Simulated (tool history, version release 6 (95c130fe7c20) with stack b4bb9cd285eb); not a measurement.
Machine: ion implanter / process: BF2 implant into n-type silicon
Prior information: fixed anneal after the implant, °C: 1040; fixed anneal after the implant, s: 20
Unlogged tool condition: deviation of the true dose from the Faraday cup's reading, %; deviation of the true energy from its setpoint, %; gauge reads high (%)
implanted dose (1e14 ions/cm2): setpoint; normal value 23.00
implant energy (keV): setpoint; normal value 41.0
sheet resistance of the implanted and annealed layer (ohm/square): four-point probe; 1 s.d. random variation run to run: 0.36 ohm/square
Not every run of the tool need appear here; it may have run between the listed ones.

run    hour  implanted dose (1e14 ions/cm2)  implant energy (keV)  wafers since the last listed run  hours since the last dose calibration  hours since the extraction supply was calibrated  hours since the gauge calibration  read-back reference wafer on the same gauge, sheet resistance  sheet resistance of the implanted and annealed layer (ohm/square)
  1     0.0                           23.00                  46.0                                 0                                 1241.8                                            3400.1                              692.6                                                          74.25                                                              84.30
  2    70.4                           23.00                  46.0                               989                                 1312.2                                            3470.5                              763.0                                                          74.42                                                              84.93
  3   156.9                           21.59                  41.0                              1216                                 1398.7                                            3557.0                              849.5                                                          74.56                                                              90.40
  4   216.2                           23.00                  41.0                               833                                 1458.0                                            3616.3                              908.8                                                          74.74                                                              89.55
  5   292.5                           23.00                  41.0                              1072                                 1534.3                                            3692.6                              985.1                                                          74.86                                                              89.97
  6   398.9                           25.56                  37.5                              1496                                 1640.7                                            3799.0                             1091.5                                                          75.14                                                              92.64
  7   468.5                           25.56                  37.5                               978                                 1710.3                                            3868.6                             1161.1                                                          75.28                                                              92.66
      516.8  -- gauge calibrated
      524.1  -- extraction supply calibrated
  8   557.5                           25.56                  37.5                              1138                                 1799.3                                              33.4                               40.7                                                          73.68                                                              90.24
  9   628.3                           23.00                  41.0                               995                                 1870.1                                             104.2                              111.5                                                          73.80                                                              87.88
 10   678.2                           18.46                  51.0                               701                                 1920.0                                             154.1                              161.4                                                          73.83                                                              85.03
 11   721.9                           29.78                  41.0                               614                                 1963.7                                             197.8                              205.1                                                          73.81                                                              85.52
 12   791.8                           23.00                  27.0                               982                                 2033.6                                             267.7                              275.0                                                          73.85                                                             105.52
 13   876.2                           20.00                  35.0                              1186                                 2118.0                                             352.1                              359.4                                                          73.89                                                              97.57
      897.8  -- Faraday cup replaced and dose calibrated
 14   959.6                           23.00                  41.0                              1060                                   61.8                                             435.5                              442.8                                                          73.87                                                              88.37
 15  1064.4                           16.23                  37.0                              1473                                  166.6                                             540.3                              547.6                                                          74.03                                                             100.59
 16  1165.3                           16.19                  51.0                              1418                                  267.5                                             641.2                              648.5                                                          74.13                                                              90.96

Entry by entry between the runs, the difference in hidden state between the last listed run before and the first listed run after:
Runs 7 to 8: gauge calibrated (hour 516.8); extraction supply calibrated (hour 524.1)
  gauge reads high (%): 2.11 -> 0.0287
  the result without the hidden state subtracted from the measured one, sheet resistance of the implanted and annealed layer (ohm/square): +1.91 -> +0.03
Runs 13 to 14: Faraday cup replaced and dose calibrated (hour 897.8)
  gauge reads high (%): 0.224 -> 0.326
  the result without the hidden state subtracted from the measured one, sheet resistance of the implanted and annealed layer (ohm/square): +0.22 -> +0.29
